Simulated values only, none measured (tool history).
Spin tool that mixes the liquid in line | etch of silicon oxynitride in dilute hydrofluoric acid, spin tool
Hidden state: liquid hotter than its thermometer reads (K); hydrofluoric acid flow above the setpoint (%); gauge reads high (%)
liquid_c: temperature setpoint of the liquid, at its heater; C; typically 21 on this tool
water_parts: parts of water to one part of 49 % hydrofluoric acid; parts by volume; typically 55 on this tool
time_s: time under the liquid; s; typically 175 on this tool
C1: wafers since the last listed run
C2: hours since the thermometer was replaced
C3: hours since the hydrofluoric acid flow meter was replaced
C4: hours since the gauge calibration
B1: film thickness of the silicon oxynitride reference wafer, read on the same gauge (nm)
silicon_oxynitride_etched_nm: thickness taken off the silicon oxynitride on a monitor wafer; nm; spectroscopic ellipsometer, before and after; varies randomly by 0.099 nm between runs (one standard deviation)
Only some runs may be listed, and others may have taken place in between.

{"run": 1, "day": 0.0, "liquid_c": 21, "water_parts": 55, "time_s": 175, "C1": 0, "C2": 1225.5, "C3": 2027.0, "C4": 707.9, "B1": 89.98, "silicon_oxynitride_etched_nm": 14.22}
{"run": 2, "day": 1.367, "liquid_c": 21, "water_parts": 55, "time_s": 175, "C1": 294, "C2": 1258.3, "C3": 2059.8, "C4": 740.7, "B1": 89.99, "silicon_oxynitride_etched_nm": 14.28}
{"run": 3, "day": 2.629, "liquid_c": 21, "water_parts": 55, "time_s": 175, "C1": 271, "C2": 1288.6, "C3": 2090.1, "C4": 771.0, "B1": 90.01, "silicon_oxynitride_etched_nm": 14.32}
{"run": 4, "day": 5.075, "liquid_c": 23, "water_parts": 55, "time_s": 175, "C1": 526, "C2": 1347.3, "C3": 2148.8, "C4": 829.7, "B1": 90.0, "silicon_oxynitride_etched_nm": 15.93}
{"run": 5, "day": 7.996, "liquid_c": 23, "water_parts": 55, "time_s": 175, "C1": 628, "C2": 1417.4, "C3": 2218.9, "C4": 899.8, "B1": 89.99, "silicon_oxynitride_etched_nm": 16.04}
{"run": 6, "day": 9.425, "liquid_c": 23, "water_parts": 55, "time_s": 175, "C1": 307, "C2": 1451.7, "C3": 2253.2, "C4": 934.1, "B1": 90.03, "silicon_oxynitride_etched_nm": 16.24}
{"run": 7, "day": 11.596, "liquid_c": 21, "water_parts": 75, "time_s": 175, "C1": 467, "C2": 1503.8, "C3": 2305.3, "C4": 986.2, "B1": 89.99, "silicon_oxynitride_etched_nm": 10.54}
{"run": 8, "day": 13.267, "liquid_c": 21, "water_parts": 75, "time_s": 175, "C1": 359, "C2": 1543.9, "C3": 2345.4, "C4": 1026.3, "B1": 90.0, "silicon_oxynitride_etched_nm": 10.92}
{"day": 15.904, "done": "gauge calibrated"}
{"run": 9, "day": 16.121, "liquid_c": 21, "water_parts": 75, "time_s": 175, "C1": 614, "C2": 1612.4, "C3": 2413.9, "C4": 5.2, "B1": 89.99, "silicon_oxynitride_etched_nm": 10.78}
{"run": 10, "day": 17.808, "liquid_c": 21, "water_parts": 55, "time_s": 175, "C1": 363, "C2": 1652.9, "C3": 2454.4, "C4": 45.7, "B1": 89.98, "silicon_oxynitride_etched_nm": 14.86}
{"run": 11, "day": 19.525, "liquid_c": 21, "water_parts": 55, "time_s": 175, "C1": 369, "C2": 1694.1, "C3": 2495.6, "C4": 86.9, "B1": 89.99, "silicon_oxynitride_etched_nm": 15.09}
{"run": 12, "day": 20.829, "liquid_c": 21, "water_parts": 55, "time_s": 175, "C1": 280, "C2": 1725.4, "C3": 2526.9, "C4": 118.2, "B1": 90.02, "silicon_oxynitride_etched_nm": 15.02}
{"day": 22.008, "done": "hydrofluoric acid flow meter replaced"}
{"run": 13, "day": 23.038, "liquid_c": 21, "water_parts": 55, "time_s": 175, "C1": 466, "C2": 1778.4, "C3": 24.7, "C4": 171.2, "B1": 90.01, "silicon_oxynitride_etched_nm": 13.7}
{"run": 14, "day": 24.567, "liquid_c": 21, "water_parts": 55, "time_s": 175, "C1": 328, "C2": 1815.1, "C3": 61.4, "C4": 207.9, "B1": 90.02, "silicon_oxynitride_etched_nm": 13.81}
{"day": 24.621, "done": "thermometer replaced"}
{"run": 15, "day": 27.271, "liquid_c": 21, "water_parts": 75, "time_s": 175, "C1": 572, "C2": 63.6, "C3": 126.3, "C4": 272.8, "B1": 90.01, "silicon_oxynitride_etched_nm": 8.92}
{"run": 16, "day": 30.208, "liquid_c": 17, "water_parts": 30, "time_s": 115, "C1": 631, "C2": 134.1, "C3": 196.8, "C4": 343.3, "B1": 90.02, "silicon_oxynitride_etched_nm": 12.49}
{"run": 17, "day": 31.704, "liquid_c": 26, "water_parts": 30, "time_s": 210, "C1": 321, "C2": 170.0, "C3": 232.7, "C4": 379.2, "B1": 90.01, "silicon_oxynitride_etched_nm": 35.84}

Forecast run 18:
{"run": 18, "day": 34.062, "liquid_c": 24, "water_parts": 40, "time_s": 90, "C1": 507, "C2": 226.6, "C3": 289.3, "C4": 435.8, "B1": "?", "silicon_oxynitride_etched_nm": "?"}

B1: 90.01
silicon_oxynitride_etched_nm: 10.43 nm
Take away the tool's hidden state, keep the run-to-run variation as it was, and the same run would have given silicon_oxynitride_etched_nm 9.84 nm.
